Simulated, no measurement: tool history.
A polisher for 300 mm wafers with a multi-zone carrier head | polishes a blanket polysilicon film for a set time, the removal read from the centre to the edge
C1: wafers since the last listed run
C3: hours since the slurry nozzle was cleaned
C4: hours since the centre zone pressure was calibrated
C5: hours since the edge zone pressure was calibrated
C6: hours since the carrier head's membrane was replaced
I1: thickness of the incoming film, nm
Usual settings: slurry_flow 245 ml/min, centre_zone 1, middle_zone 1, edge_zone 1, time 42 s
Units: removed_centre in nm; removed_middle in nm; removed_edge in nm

run 1 hour=0 | slurry_flow=245 centre_zone=0.91 middle_zone=1.11 edge_zone=0.91 time=42 | C1=0 wafers_polished_on_this_pad=944 C3=766.2 C4=1154.7 C5=77.6 C6=94.2 | I1=1044.6 | removed_centre=175.3 removed_middle=201.4 removed_edge=190.8
-- hour=9.3 centre zone pressure recalibrated
-- hour=11.6 worn pad replaced by a new one
run 2 hour=12.1 | slurry_flow=245 centre_zone=1 middle_zone=1 edge_zone=0.91 time=56 | C1=73 wafers_polished_on_this_pad=5 C3=778.3 C4=2.8 C5=89.7 C6=106.3 | I1=1059.3 | removed_centre=256.7 removed_middle=254.7 removed_edge=247.5
run 3 hour=17 | slurry_flow=160 centre_zone=1.1 middle_zone=1 edge_zone=0.95 time=54 | C1=46 wafers_polished_on_this_pad=51 C3=783.2 C4=7.7 C5=94.6 C6=111.2 | I1=1057.5 | removed_centre=248.8 removed_middle=220.1 removed_edge=228.4
run 4 hour=28.4 | slurry_flow=245 centre_zone=1 middle_zone=1 edge_zone=1 time=42 | C1=108 wafers_polished_on_this_pad=159 C3=794.6 C4=19.1 C5=106 C6=122.6 | I1=1052.4 | removed_centre=193.7 removed_middle=192.4 removed_edge=196
-- hour=29.6 slurry nozzle cleaned
run 5 hour=36.5 | slurry_flow=245 centre_zone=1 middle_zone=1 edge_zone=1 time=42 | C1=67 wafers_polished_on_this_pad=227 C3=6.9 C4=27.2 C5=114.1 C6=130.7 | I1=1063 | removed_centre=193.3 removed_middle=185.5 removed_edge=192.1
run 6 hour=50 | slurry_flow=200 centre_zone=1 middle_zone=1 edge_zone=1 time=42 | C1=128 wafers_polished_on_this_pad=355 C3=20.4 C4=40.7 C5=127.6 C6=144.2 | I1=1047.1 | removed_centre=187 removed_middle=182.3 removed_edge=189.5
run 7 hour=58.5 | slurry_flow=245 centre_zone=1 middle_zone=1 edge_zone=1 time=42 | C1=80 wafers_polished_on_this_pad=435 C3=28.9 C4=49.2 C5=136.1 C6=152.7 | I1=1038.2 | removed_centre=193.2 removed_middle=185.8 removed_edge=198.7
run 8 hour=65.4 | slurry_flow=315 centre_zone=1 middle_zone=1 edge_zone=1.08 time=53 | C1=65 wafers_polished_on_this_pad=501 C3=35.8 C4=56.1 C5=143 C6=159.6 | I1=1039.8 | removed_centre=251 removed_middle=245.6 removed_edge=261.9
run 9 hour=78.3 | slurry_flow=245 centre_zone=1 middle_zone=1.07 edge_zone=0.9 time=42 | C1=122 wafers_polished_on_this_pad=623 C3=48.7 C4=69 C5=155.9 C6=172.5 | I1=1059.6 | removed_centre=195.5 removed_middle=201.1 removed_edge=190
run 10 hour=113.7 | slurry_flow=245 centre_zone=1 middle_zone=1 edge_zone=0.88 time=47 | C1=335 wafers_polished_on_this_pad=959 C3=84.1 C4=104.4 C5=191.3 C6=207.9 | I1=1070.1 | removed_centre=216.2 removed_middle=206.3 removed_edge=207.7
-- hour=127.6 worn pad replaced by a new one
run 11 hour=128.1 | slurry_flow=200 centre_zone=1 middle_zone=0.9 edge_zone=1.07 time=42 | C1=98 wafers_polished_on_this_pad=5 C3=98.5 C4=118.8 C5=205.7 C6=222.3 | I1=1073.3 | removed_centre=186.2 removed_middle=167.5 removed_edge=191.9
run 12 hour=138.2 | slurry_flow=245 centre_zone=1 middle_zone=1 edge_zone=1 time=42 | C1=95 wafers_polished_on_this_pad=101 C3=108.6 C4=128.9 C5=215.8 C6=232.4 | I1=1059.7 | removed_centre=192.5 removed_middle=187 removed_edge=200.1
run 13 hour=145.8 | slurry_flow=205 centre_zone=1.04 middle_zone=1 edge_zone=1.08 time=30 | C1=72 wafers_polished_on_this_pad=173 C3=116.2 C4=136.5 C5=223.4 C6=240 | I1=1059.2 | removed_centre=137.5 removed_middle=129.7 removed_edge=139.1
run 14 hour=159.7 | slurry_flow=245 centre_zone=1 middle_zone=1.03 edge_zone=1 time=37 | C1=131 wafers_polished_on_this_pad=305 C3=130.1 C4=150.4 C5=237.3 C6=253.9 | I1=1049 | removed_centre=170.8 removed_middle=165 removed_edge=173
run 15 hour=175.4 | slurry_flow=245 centre_zone=0.96 middle_zone=1 edge_zone=0.96 time=57 | C1=148 wafers_polished_on_this_pad=454 C3=145.8 C4=166.1 C5=253 C6=269.6 | I1=1054.8 | removed_centre=252.5 removed_middle=258.3 removed_edge=261.9
run 16 hour=205.6 | slurry_flow=245 centre_zone=1 middle_zone=1 edge_zone=1 time=49 | C1=286 wafers_polished_on_this_pad=740 C3=176 C4=196.3 C5=283.2 C6=299.8 | I1=1075.5 | removed_centre=229.5 removed_middle=221 removed_edge=229.5
run 17 hour=216.8 | slurry_flow=245 centre_zone=1 middle_zone=1 edge_zone=1 time=42 | C1=106 wafers_polished_on_this_pad=846 C3=187.2 C4=207.5 C5=294.4 C6=311 | I1=1043.6 | removed_centre=194.5 removed_middle=186.4 removed_edge=201.5

The next listed run, before its measurement:
run 18 hour=234.1 | slurry_flow=160 centre_zone=1.04 middle_zone=1 edge_zone=1 time=42 | C1=164 wafers_polished_on_this_pad=1011 C3=204.5 C4=224.8 C5=311.7 C6=328.3 | I1=1046 | removed_centre=? removed_middle=? removed_edge=?

{"run 18": {"removed_centre": 186, "removed_middle": 174.4, "removed_edge": 186.4}}
Without the tool's hidden state the same run would have given removed_centre 186 nm, removed_middle 174.4 nm, removed_edge 186.4 nm.
